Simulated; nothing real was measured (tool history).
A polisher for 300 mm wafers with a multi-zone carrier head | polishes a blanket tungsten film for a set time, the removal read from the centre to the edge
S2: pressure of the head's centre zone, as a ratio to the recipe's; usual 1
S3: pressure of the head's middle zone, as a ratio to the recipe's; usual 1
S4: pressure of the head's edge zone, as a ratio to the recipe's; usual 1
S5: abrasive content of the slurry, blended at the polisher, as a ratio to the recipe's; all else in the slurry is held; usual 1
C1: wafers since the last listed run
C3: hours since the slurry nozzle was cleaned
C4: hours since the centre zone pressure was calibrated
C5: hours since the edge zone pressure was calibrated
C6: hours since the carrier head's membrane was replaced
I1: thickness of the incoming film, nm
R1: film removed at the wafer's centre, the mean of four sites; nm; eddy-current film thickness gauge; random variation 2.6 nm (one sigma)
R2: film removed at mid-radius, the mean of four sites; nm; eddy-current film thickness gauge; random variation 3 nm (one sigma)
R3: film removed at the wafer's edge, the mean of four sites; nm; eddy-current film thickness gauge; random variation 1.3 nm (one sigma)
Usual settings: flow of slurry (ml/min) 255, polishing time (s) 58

Run 1, hour 0: usual settings but S4 0.91, S5 1.1; C1 0; wafers polished on this pad 671; C3 190.2; C4 1053.3; C5 780.4; C6 1382.7; I1 1147.8. Result: R1 179.9 nm, R2 208.2 nm, R3 204 nm.
Run 2, hour 96.6: usual settings but S4 0.91, S5 1.1; C1 837; wafers polished on this pad 1509; C3 286.8; C4 1149.9; C5 877; C6 1479.3; I1 1151.7. Result: R1 182.9 nm, R2 212.2 nm, R3 202.7 nm.
Run 3, hour 143: usual settings but S4 0.91, S5 1.1; C1 402; wafers polished on this pad 1911; C3 333.2; C4 1196.3; C5 923.4; C6 1525.7; I1 1141.7. Result: R1 178.7 nm, R2 209.8 nm, R3 202.8 nm.
At hour 172.2: centre zone pressure recalibrated.
Run 4, hour 196.5: usual settings but S2 1.05, S5 1.15; C1 446; wafers polished on this pad 2358; C3 386.7; C4 24.3; C5 976.9; C6 1579.2; I1 1141.9. Result: R1 213.2 nm, R2 218.2 nm, R3 215.2 nm.
Run 5, hour 266.6: usual settings but S2 1.05, S5 1.15; C1 608; wafers polished on this pad 2966; C3 456.8; C4 94.4; C5 1047; C6 1649.3; I1 1135.3. Result: R1 209.9 nm, R2 213.6 nm, R3 214.5 nm.
At hour 312.6: worn pad replaced by a new one.
At hour 346.4: slurry nozzle cleaned.
Run 6, hour 353.8: usual settings but S2 1.05, S5 1.15; C1 713; wafers polished on this pad 348; C3 7.4; C4 181.6; C5 1134.2; C6 1736.5; I1 1136.2. Result: R1 204.6 nm, R2 219.2 nm, R3 214.3 nm.
At hour 375.5: edge zone pressure recalibrated.
Run 7, hour 398.7: usual settings but S2 1.07; C1 372; wafers polished on this pad 720; C3 52.3; C4 226.5; C5 23.2; C6 1781.4; I1 1122.7. Result: R1 206.4 nm, R2 205.3 nm, R3 206.7 nm.
At hour 455.6: carrier head's membrane replaced by a new one.
Run 8, hour 591.6: usual settings; C1 1629; wafers polished on this pad 2350; C3 245.2; C4 419.4; C5 216.1; C6 136; I1 1152.5. Result: R1 186.5 nm, R2 200.4 nm, R3 206.6 nm.
Run 9, hour 657.4: usual settings but S2 0.95, polishing time (s) 76; C1 570; wafers polished on this pad 2921; C3 311; C4 485.2; C5 281.9; C6 201.8; I1 1152. Result: R1 234.3 nm, R2 272.9 nm, R3 271.7 nm.
At hour 738.5: worn pad replaced by a new one.
Run 10, hour 757: usual settings but flow of slurry (ml/min) 315, S3 0.95, S5 0.85, polishing time (s) 66; C1 829; wafers polished on this pad 160; C3 410.6; C4 584.8; C5 381.5; C6 301.4; I1 1150.9. Result: R1 206.8 nm, R2 215.3 nm, R3 231.5 nm.
At hour 799.4: slurry nozzle cleaned.
Run 11, hour 826.8: usual settings but S2 0.89, S5 1.15; C1 596; wafers polished on this pad 757; C3 27.4; C4 654.6; C5 451.3; C6 371.2; I1 1151.5. Result: R1 175 nm, R2 214.8 nm, R3 216.2 nm.
Run 12, hour 866.8: usual settings but flow of slurry (ml/min) 295; C1 346; wafers polished on this pad 1104; C3 67.4; C4 694.6; C5 491.3; C6 411.2; I1 1137.3. Result: R1 183.1 nm, R2 214 nm, R3 209.3 nm.
Run 13, hour 927.7: usual settings but S2 1.05, S5 1.2, polishing time (s) 45; C1 528; wafers polished on this pad 1632; C3 128.3; C4 755.5; C5 552.2; C6 472.1; I1 1149.2. Result: R1 155 nm, R2 165.3 nm, R3 167.8 nm.

Forecast run 14:
Run 14, hour 1035.6: usual settings but S3 0.91, S4 0.95, polishing time (s) 65; C1 936; wafers polished on this pad 2568; C3 236.2; C4 863.4; C5 660.1; C6 580; I1 1140.1. Result: R1 ?, R2 ?, R3 ?.

R1: 197.6 nm
R2: 210.4 nm
R3: 226.6 nm
Without the tool's hidden state the same run would have given R1 217.2 nm, R2 210.3 nm, R3 226.6 nm.

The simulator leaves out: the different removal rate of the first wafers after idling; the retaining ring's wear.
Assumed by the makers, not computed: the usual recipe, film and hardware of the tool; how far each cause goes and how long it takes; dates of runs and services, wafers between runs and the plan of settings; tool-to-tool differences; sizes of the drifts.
